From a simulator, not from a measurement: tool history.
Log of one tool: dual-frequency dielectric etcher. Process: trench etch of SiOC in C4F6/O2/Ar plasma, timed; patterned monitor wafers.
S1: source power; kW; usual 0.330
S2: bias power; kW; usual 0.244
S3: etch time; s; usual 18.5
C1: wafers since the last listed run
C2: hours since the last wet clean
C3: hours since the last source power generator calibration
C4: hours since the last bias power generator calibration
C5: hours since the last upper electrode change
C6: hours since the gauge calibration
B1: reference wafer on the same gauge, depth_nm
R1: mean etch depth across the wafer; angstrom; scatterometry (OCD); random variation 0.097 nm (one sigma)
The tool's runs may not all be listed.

Run 1, hour 0.0: usual settings; C1 0; C2 511.4; C3 1055.0; C4 58.2; C5 3113.7; C6 3277.0; B1 44.49. Result: R1 388.8 angstrom.
At hour 93.6: gauge calibrated.
Run 2, hour 104.5: usual settings; C1 2055; C2 615.9; C3 1159.5; C4 162.7; C5 3218.2; C6 10.9; B1 44.47. Result: R1 388.5 angstrom.
Run 3, hour 156.2: usual settings but S1 0.370 kW, S2 0.205 kW; C1 1016; C2 667.6; C3 1211.2; C4 214.4; C5 3269.9; C6 62.6; B1 44.52. Result: R1 381.0 angstrom.
At hour 257.6: wet clean of the chamber.
Run 4, hour 258.1: usual settings but S1 0.370 kW, S2 0.205 kW; C1 1531; C2 0.5; C3 1313.1; C4 316.3; C5 3371.8; C6 164.5; B1 44.52. Result: R1 373.3 angstrom.
Run 5, hour 349.4: usual settings but S2 0.204 kW; C1 1795; C2 91.8; C3 1404.4; C4 407.6; C5 3463.1; C6 255.8; B1 44.52. Result: R1 360.7 angstrom.
At hour 394.4: source power generator calibrated.
Run 6, hour 451.1: usual settings but S1 0.300 kW; C1 1921; C2 193.5; C3 56.7; C4 509.3; C5 3564.8; C6 357.5; B1 44.52. Result: R1 373.7 angstrom.
Run 7, hour 672.7: usual settings but S1 0.370 kW, S3 15.0 s; C1 4358; C2 415.1; C3 278.3; C4 730.9; C5 3786.4; C6 579.1; B1 44.50. Result: R1 328.1 angstrom.
Run 8, hour 720.8: usual settings but S1 0.300 kW, S3 14.0 s; C1 945; C2 463.2; C3 326.4; C4 779.0; C5 3834.5; C6 627.2; B1 44.47. Result: R1 284.8 angstrom.
Run 9, hour 778.8: usual settings but S1 0.380 kW, S2 0.184 kW, S3 13.5 s; C1 1140; C2 521.2; C3 384.4; C4 837.0; C5 3892.5; C6 685.2; B1 44.49. Result: R1 268.8 angstrom.
Run 10, hour 875.2: usual settings but S3 16.5 s; C1 1895; C2 617.6; C3 480.8; C4 933.4; C5 3988.9; C6 781.6; B1 44.49. Result: R1 348.8 angstrom.
Run 11, hour 917.1: usual settings but S1 0.250 kW, S2 0.291 kW, S3 22.0 s; C1 824; C2 659.5; C3 522.7; C4 975.3; C5 4030.8; C6 823.5; B1 44.51. Result: R1 451.6 angstrom.
At hour 942.0: wet clean of the chamber.
Run 12, hour 1004.3: usual settings but S1 0.280 kW, S2 0.280 kW, S3 16.0 s; C1 1242; C2 62.3; C3 609.9; C4 1062.5; C5 4118.0; C6 910.7; B1 44.46. Result: R1 334.1 angstrom.
Run 13, hour 1045.6: usual settings but S2 0.190 kW, S3 15.5 s; C1 812; C2 103.6; C3 651.2; C4 1103.8; C5 4159.3; C6 952.0; B1 44.50. Result: R1 294.9 angstrom.
Run 14, hour 1111.6: usual settings but S1 0.410 kW, S3 20.5 s; C1 1297; C2 169.6; C3 717.2; C4 1169.8; C5 4225.3; C6 1018.0; B1 44.51. Result: R1 460.5 angstrom.
Run 15, hour 1199.3: usual settings but S2 0.190 kW, S3 15.5 s; C1 1724; C2 257.3; C3 804.9; C4 1257.5; C5 4313.0; C6 1105.7; B1 44.49. Result: R1 295.0 angstrom.
Run 16, hour 1273.8: usual settings but S2 0.212 kW; C1 1465; C2 331.8; C3 879.4; C4 1332.0; C5 4387.5; C6 1180.2; B1 44.51. Result: R1 368.5 angstrom.
Run 17, hour 1314.8: usual settings but S1 0.280 kW, S2 0.222 kW, S3 14.0 s; C1 806; C2 372.8; C3 920.4; C4 1373.0; C5 4428.5; C6 1221.2; B1 44.51. Result: R1 268.6 angstrom.
At hour 1357.7: upper electrode replaced.
Run 18, hour 1368.0: usual settings but S1 0.270 kW, S2 0.191 kW; C1 574; C2 426.0; C3 973.6; C4 1426.2; C5 10.3; C6 1274.4; B1 44.50. Result: R1 331.3 angstrom.
Run 19, hour 1451.2: usual settings but S2 0.281 kW; C1 1636; C2 509.2; C3 1056.8; C4 1509.4; C5 93.5; C6 1357.6; B1 44.52. Result: R1 410.5 angstrom.
Run 20, hour 1519.1: usual settings but S1 0.300 kW, S2 0.277 kW; C1 1335; C2 577.1; C3 1124.7; C4 1577.3; C5 161.4; C6 1425.5; B1 44.51. Result: R1 397.7 angstrom.

Run 21 comes next. What will it give?
Run 21, hour 1569.8: usual settings; C1 997; C2 627.8; C3 1175.4; C4 1628.0; C5 212.1; C6 1476.2; B1 ?. Result: R1 ?.

{"run 21": {"B1": 44.52, "R1": 391.5}}
Without the tool's hidden state the same run would have given R1 385.5 angstrom.

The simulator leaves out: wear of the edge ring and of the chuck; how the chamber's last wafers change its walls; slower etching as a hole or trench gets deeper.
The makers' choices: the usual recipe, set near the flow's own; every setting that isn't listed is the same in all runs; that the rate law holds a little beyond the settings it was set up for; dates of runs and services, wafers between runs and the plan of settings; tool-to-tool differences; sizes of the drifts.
